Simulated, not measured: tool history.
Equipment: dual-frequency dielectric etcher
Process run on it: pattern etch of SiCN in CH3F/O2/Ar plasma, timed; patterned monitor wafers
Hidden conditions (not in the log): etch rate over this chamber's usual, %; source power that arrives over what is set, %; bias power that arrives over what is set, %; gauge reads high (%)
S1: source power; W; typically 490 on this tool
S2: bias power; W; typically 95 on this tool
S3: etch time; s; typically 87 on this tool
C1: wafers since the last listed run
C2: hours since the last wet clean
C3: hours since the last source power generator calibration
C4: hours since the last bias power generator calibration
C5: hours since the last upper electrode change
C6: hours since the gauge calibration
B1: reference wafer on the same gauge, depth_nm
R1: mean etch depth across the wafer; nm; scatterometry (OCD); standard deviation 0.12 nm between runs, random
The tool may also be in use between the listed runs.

run,hour,S1,S2,S3,C1,C2,C3,C4,C5,C6,B1,R1
1,0,450,95,87,0,115.8,3589.8,1881.7,5650.8,808.9,36.49,37.26
2,171.1,450,95,87,940,286.9,3760.9,2052.8,5821.9,980,36.5,37.02
3,266.3,490,95,87,523,382.1,3856.1,2148,5917.1,1075.2,36.51,37.67
4,315.9,490,95,87,272,431.7,3905.7,2197.6,5966.7,1124.8,36.51,37.6
5,355,490,95,87,214,470.8,3944.8,2236.7,6005.8,1163.9,36.5,37.51
6,419.6,490,108,87,354,535.4,4009.4,2301.3,6070.4,1228.5,36.48,39.86
7,459.4,490,108,87,218,575.2,4049.2,2341.1,6110.2,1268.3,36.5,39.86
# hour 486.2: wet clean of the chamber
8,507.2,490,95,87,130,21,4097,2388.9,6158,1316.1,36.5,36.51
9,551.8,490,95,87,245,65.6,4141.6,2433.5,6202.6,1360.7,36.52,36.05
10,593.2,490,95,87,227,107,4183,2474.9,6244,1402.1,36.48,36.39
11,617.9,490,95,87,135,131.7,4207.7,2499.6,6268.7,1426.8,36.54,36.27
# hour 651.7: bias power generator calibrated
12,656.9,490,95,87,192,170.7,4246.7,5.2,6307.7,1465.8,36.53,36.2
13,683.4,540,86,94.5,145,197.2,4273.2,31.7,6334.2,1492.3,36.48,38.22
# hour 698.8: source power generator calibrated
14,718.6,600,115,110,171,232.4,19.8,66.9,6369.4,1527.5,36.54,53.35
# hour 765.4: wet clean of the chamber, repeated, since the last time left the tool worse
15,765.9,490,108,87,128,0.5,67.1,114.2,6416.7,1574.8,36.54,40.83
16,774.4,490,79,87,46,9,75.6,122.7,6425.2,1583.3,36.49,34.78
# hour 782.3: gauge calibrated
17,802.8,490,95,87,156,37.4,104,151.1,6453.6,20.5,36.47,38.23
# hour 847: upper electrode replaced
18,860.4,590,111,112,184,95,161.6,208.7,13.4,78.1,36.5,55.83
19,927.4,570,88,62.5,368,162,228.6,275.7,80.4,145.1,36.53,27.47
20,987,530,113,112,327,221.6,288.2,335.3,140,204.7,36.52,54.63

Run 21 has not been measured yet. What should we expect?
21,1185.8,570,88,62.5,1092,420.4,487,534.1,338.8,403.5,?,?

B1: 36.47
R1: 27.05 nm
Minus the tool's unlogged condition, the same run would have read R1 27.47 nm.
